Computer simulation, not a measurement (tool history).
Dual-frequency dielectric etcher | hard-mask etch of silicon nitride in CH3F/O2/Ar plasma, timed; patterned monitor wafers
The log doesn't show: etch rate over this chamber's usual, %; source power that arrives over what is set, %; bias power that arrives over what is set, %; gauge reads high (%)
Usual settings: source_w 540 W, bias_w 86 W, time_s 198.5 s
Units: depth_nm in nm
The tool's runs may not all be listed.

run	hour	source_w	bias_w	time_s	wafers since the last listed run	hours since the last wet clean	hours since the last source power generator calibration	hours since the last bias power generator calibration	hours since the last upper electrode change	hours since the gauge calibration	read-back reference wafer on the same gauge, depth_nm	depth_nm
1	0	540	86	198.5	0	526.4	1151.2	3925.8	2242.4	73.4	125.1	147
# hour 88.8: wet clean of the chamber
2	89.3	540	86	198.5	389	0.5	1240.5	4015.1	2331.7	162.7	125	145.7
3	121.3	540	86	198.5	190	32.5	1272.5	4047.1	2363.7	194.7	125	144.9
4	174.3	540	86	198.5	315	85.5	1325.5	4100.1	2416.7	247.7	125.1	144.9
5	229.1	540	86	226	326	140.3	1380.3	4154.9	2471.5	302.5	125	165.5
6	300.5	540	86	226	425	211.7	1451.7	4226.3	2542.9	373.9	125	166
7	361	540	86	226	360	272.2	1512.2	4286.8	2603.4	434.4	125.1	166.6
8	417.4	540	86	198.5	336	328.6	1568.6	4343.2	2659.8	490.8	125	146.4
9	478.8	540	86	198.5	365	390	1630	4404.6	2721.2	552.2	125	146.1
10	515.4	540	86	198.5	218	426.6	1666.6	4441.2	2757.8	588.8	125.1	146.5
# hour 629.8: wet clean of the chamber
11	630.3	540	86	198.5	541	0.5	1781.5	4556.1	2872.7	703.7	125.1	142.9
# hour 642.8: source power generator calibrated
12	679.4	440	86	198.5	268	49.6	36.6	4605.2	2921.8	752.8	124.9	134.5
# hour 736.1: bias power generator calibrated
13	757.9	440	86	198.5	443	128.1	115.1	21.8	3000.3	831.3	125	134.9
14	817	540	86	226	352	187.2	174.2	80.9	3059.4	890.4	125	162.8
15	915.2	540	86	198.5	585	285.4	272.4	179.1	3157.6	988.6	125	142.9
16	1015.6	540	102	198.5	598	385.8	372.8	279.5	3258	1089	124.9	150.4
17	1118.4	540	70	165	612	488.6	475.6	382.3	3360.8	1191.8	124.9	114.1
# hour 1122.5: gauge calibrated
# hour 1142.9: wet clean of the chamber, repeated, since the last time left the tool worse
18	1194	580	98	165	307	51.1	551.2	457.9	3436.4	71.5	125	128.3
19	1246.1	660	71	198.5	310	103.2	603.3	510	3488.5	123.6	125	146.9
20	1283	540	106	256	219	140.1	640.2	546.9	3525.4	160.5	125	200.7
# hour 1338.7: upper electrode replaced
21	1347.6	540	86	159.5	241	204.7	704.8	611.5	8.9	225.1	125	117.7
22	1432.2	460	75	222.5	504	289.3	789.4	696.1	93.5	309.7	125	152.5
23	1481.9	450	86	198.5	296	339	839.1	745.8	143.2	359.4	125	140.8
24	1562.9	490	86	168.5	482	420	920.1	826.8	224.2	440.4	125	121.8
25	1616.2	610	66	198.5	317	473.3	973.4	880.1	277.5	493.7	125	142.7
26	1715.9	450	92	244.5	594	573	1073.1	979.8	377.2	593.4	125	176.4
# hour 1815.3: wet clean of the chamber
27	1822.3	540	106	256	491	7	1179.5	1086.2	483.6	699.8	125	198.4
28	1887.3	540	86	181	387	72	1244.5	1151.2	548.6	764.8	125	133.2
29	1989.7	540	86	198.5	610	174.4	1346.9	1253.6	651	867.2	125	145.9
30	2046.7	540	97	198.5	339	231.4	1403.9	1310.6	708	924.2	124.9	151

3 ways to go on from here, each from the tool as it stands after run 30. What would each give?
A	2047.2	540	74	198.5	2	231.9	1404.4	1311.1	708.5	924.7	?	?
B	2047.2	480	86	158.5	2	231.9	1404.4	1311.1	708.5	924.7	?	?
C	2047.2	440	86	142	2	231.9	1404.4	1311.1	708.5	924.7	?	?

run	read-back reference wafer on the same gauge, depth_nm	depth_nm
A	125	140
B	125	112.5
C	125	98.5
Without the tool's hidden state the same runs would have given:
run	depth_nm
A	139.3
B	111.9
C	98

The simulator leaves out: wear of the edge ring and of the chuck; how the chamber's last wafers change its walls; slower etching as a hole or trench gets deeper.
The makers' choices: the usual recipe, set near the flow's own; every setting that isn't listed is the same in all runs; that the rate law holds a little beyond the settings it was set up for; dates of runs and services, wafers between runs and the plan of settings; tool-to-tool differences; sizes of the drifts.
